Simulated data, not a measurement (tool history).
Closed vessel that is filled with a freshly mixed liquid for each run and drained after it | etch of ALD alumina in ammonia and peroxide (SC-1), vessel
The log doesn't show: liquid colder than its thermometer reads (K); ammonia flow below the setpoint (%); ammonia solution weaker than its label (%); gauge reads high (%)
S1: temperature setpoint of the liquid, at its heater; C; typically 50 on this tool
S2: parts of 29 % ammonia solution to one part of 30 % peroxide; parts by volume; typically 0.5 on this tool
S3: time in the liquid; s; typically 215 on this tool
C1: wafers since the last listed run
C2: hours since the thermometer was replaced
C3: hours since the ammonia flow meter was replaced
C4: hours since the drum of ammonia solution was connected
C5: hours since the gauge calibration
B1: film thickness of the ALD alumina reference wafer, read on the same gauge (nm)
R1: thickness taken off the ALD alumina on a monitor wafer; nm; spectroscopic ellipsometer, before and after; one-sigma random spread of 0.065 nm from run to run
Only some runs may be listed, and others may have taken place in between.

{"run": 1, "day": 0.0, "S1": 50, "S2": 0.5, "S3": 215, "C1": 0, "C2": 1193.3, "C3": 1965.9, "C4": 10.5, "C5": 511.6, "B1": 119.99, "R1": 12.32}
{"run": 2, "day": 0.667, "S1": 50, "S2": 0.5, "S3": 215, "C1": 1723, "C2": 1209.3, "C3": 1981.9, "C4": 26.5, "C5": 527.6, "B1": 120, "R1": 12.21}
{"run": 3, "day": 1.742, "S1": 50, "S2": 0.5, "S3": 215, "C1": 2778, "C2": 1235.1, "C3": 2007.7, "C4": 52.3, "C5": 553.4, "B1": 120, "R1": 12.28}
{"run": 4, "day": 2.267, "S1": 50, "S2": 0.5, "S3": 215, "C1": 1357, "C2": 1247.7, "C3": 2020.3, "C4": 64.9, "C5": 566, "B1": 119.98, "R1": 12.26}
{"run": 5, "day": 2.579, "S1": 50, "S2": 0.5, "S3": 215, "C1": 807, "C2": 1255.2, "C3": 2027.8, "C4": 72.4, "C5": 573.5, "B1": 119.99, "R1": 12.21}
{"run": 6, "day": 2.9, "S1": 56, "S2": 0.65, "S3": 320, "C1": 829, "C2": 1262.9, "C3": 2035.5, "C4": 80.1, "C5": 581.2, "B1": 119.98, "R1": 25.84}
{"run": 7, "day": 3.162, "S1": 58.5, "S2": 0.4, "S3": 285, "C1": 678, "C2": 1269.2, "C3": 2041.8, "C4": 86.4, "C5": 587.5, "B1": 120.01, "R1": 24.98}
{"run": 8, "day": 3.767, "S1": 57.5, "S2": 0.6, "S3": 215, "C1": 1561, "C2": 1283.7, "C3": 2056.3, "C4": 100.9, "C5": 602, "B1": 119.97, "R1": 18.59}
{"run": 9, "day": 4.471, "S1": 50, "S2": 0.7, "S3": 215, "C1": 1820, "C2": 1300.6, "C3": 2073.2, "C4": 117.8, "C5": 618.9, "B1": 120.01, "R1": 12.72}
{"run": 10, "day": 4.812, "S1": 50, "S2": 0.5, "S3": 215, "C1": 883, "C2": 1308.8, "C3": 2081.4, "C4": 126, "C5": 627.1, "B1": 120.05, "R1": 12.35}
{"run": 11, "day": 5.408, "S1": 50, "S2": 0.5, "S3": 215, "C1": 1540, "C2": 1323.1, "C3": 2095.7, "C4": 140.3, "C5": 641.4, "B1": 119.99, "R1": 12.2}
{"day": 5.704, "done": "gauge calibrated"}
{"run": 12, "day": 5.758, "S1": 50, "S2": 0.5, "S3": 215, "C1": 904, "C2": 1331.5, "C3": 2104.1, "C4": 148.7, "C5": 1.3, "B1": 119.97, "R1": 12.42}
{"day": 5.833, "done": "thermometer replaced"}
{"day": 6.012, "done": "ammonia flow meter replaced"}
{"run": 13, "day": 6.125, "S1": 50, "S2": 0.5, "S3": 215, "C1": 732, "C2": 7, "C3": 2.7, "C4": 157.5, "C5": 10.1, "B1": 119.98, "R1": 12.17}
{"run": 14, "day": 6.792, "S1": 57, "S2": 0.6, "S3": 315, "C1": 1723, "C2": 23, "C3": 18.7, "C4": 173.5, "C5": 26.1, "B1": 120.01, "R1": 26.66}
{"run": 15, "day": 7.358, "S1": 50, "S2": 0.65, "S3": 215, "C1": 1464, "C2": 36.6, "C3": 32.3, "C4": 187.1, "C5": 39.7, "B1": 120, "R1": 12.63}
{"run": 16, "day": 7.921, "S1": 50, "S2": 0.5, "S3": 135, "C1": 1453, "C2": 50.1, "C3": 45.8, "C4": 200.6, "C5": 53.2, "B1": 119.97, "R1": 7.73}
{"run": 17, "day": 8.367, "S1": 50, "S2": 0.5, "S3": 155, "C1": 1152, "C2": 60.8, "C3": 56.5, "C4": 211.3, "C5": 63.9, "B1": 120.01, "R1": 8.79}
{"run": 18, "day": 8.617, "S1": 58, "S2": 0.45, "S3": 215, "C1": 646, "C2": 66.8, "C3": 62.5, "C4": 217.3, "C5": 69.9, "B1": 120.02, "R1": 18.37}
{"run": 19, "day": 9.233, "S1": 50, "S2": 0.5, "S3": 215, "C1": 1593, "C2": 81.6, "C3": 77.3, "C4": 232.1, "C5": 84.7, "B1": 120.05, "R1": 12.2}
{"run": 20, "day": 9.675, "S1": 50, "S2": 0.5, "S3": 215, "C1": 1141, "C2": 92.2, "C3": 87.9, "C4": 242.7, "C5": 95.3, "B1": 120.04, "R1": 12.2}
{"run": 21, "day": 9.992, "S1": 50, "S2": 0.4, "S3": 135, "C1": 818, "C2": 99.8, "C3": 95.5, "C4": 250.3, "C5": 102.9, "B1": 120.03, "R1": 7.58}
{"run": 22, "day": 10.375, "S1": 52.5, "S2": 0.5, "S3": 140, "C1": 990, "C2": 109, "C3": 104.7, "C4": 259.5, "C5": 112.1, "B1": 120, "R1": 9.18}
{"run": 23, "day": 11.012, "S1": 50, "S2": 0.5, "S3": 215, "C1": 1647, "C2": 124.3, "C3": 120, "C4": 274.8, "C5": 127.4, "B1": 120.05, "R1": 12.12}
{"run": 24, "day": 11.679, "S1": 50, "S2": 0.5, "S3": 215, "C1": 1723, "C2": 140.3, "C3": 136, "C4": 290.8, "C5": 143.4, "B1": 119.98, "R1": 12.42}
{"run": 25, "day": 12.221, "S1": 43, "S2": 0.5, "S3": 215, "C1": 1400, "C2": 153.3, "C3": 149, "C4": 303.8, "C5": 156.4, "B1": 120.02, "R1": 8.22}
{"run": 26, "day": 12.833, "S1": 50, "S2": 0.5, "S3": 215, "C1": 1583, "C2": 168, "C3": 163.7, "C4": 318.5, "C5": 171.1, "B1": 119.99, "R1": 12.27}
{"run": 27, "day": 13.362, "S1": 50, "S2": 0.5, "S3": 215, "C1": 1367, "C2": 180.7, "C3": 176.4, "C4": 331.2, "C5": 183.8, "B1": 119.96, "R1": 12.31}
{"run": 28, "day": 14.017, "S1": 50, "S2": 0.7, "S3": 160, "C1": 1690, "C2": 196.4, "C3": 192.1, "C4": 346.9, "C5": 199.5, "B1": 119.99, "R1": 9.46}
{"run": 29, "day": 14.729, "S1": 42.5, "S2": 0.4, "S3": 215, "C1": 1841, "C2": 213.5, "C3": 209.2, "C4": 364, "C5": 216.6, "B1": 120, "R1": 7.84}

Predict each of these 4 candidate next runs independently; none follows another, all start after run 29:
{"run": "A", "day": 14.758, "S1": 50, "S2": 0.5, "S3": 215, "C1": 75, "C2": 214.2, "C3": 209.9, "C4": 364.7, "C5": 217.3, "B1": "?", "R1": "?"}
{"run": "B", "day": 14.758, "S1": 58, "S2": 0.4, "S3": 285, "C1": 75, "C2": 214.2, "C3": 209.9, "C4": 364.7, "C5": 217.3, "B1": "?", "R1": "?"}
{"run": "C", "day": 14.758, "S1": 50, "S2": 0.3, "S3": 215, "C1": 75, "C2": 214.2, "C3": 209.9, "C4": 364.7, "C5": 217.3, "B1": "?", "R1": "?"}
{"run": "D", "day": 14.758, "S1": 45, "S2": 0.3, "S3": 100, "C1": 75, "C2": 214.2, "C3": 209.9, "C4": 364.7, "C5": 217.3, "B1": "?", "R1": "?"}

run=A B1=120 R1=12.39
run=B B1=120 R1=24.68
run=C B1=120 R1=11.8
run=D B1=120 R1=4.15
Without the tool's unlogged condition, the same runs would have read:
run=A R1=12.39
run=B R1=24.68
run=C R1=11.8
run=D R1=4.15
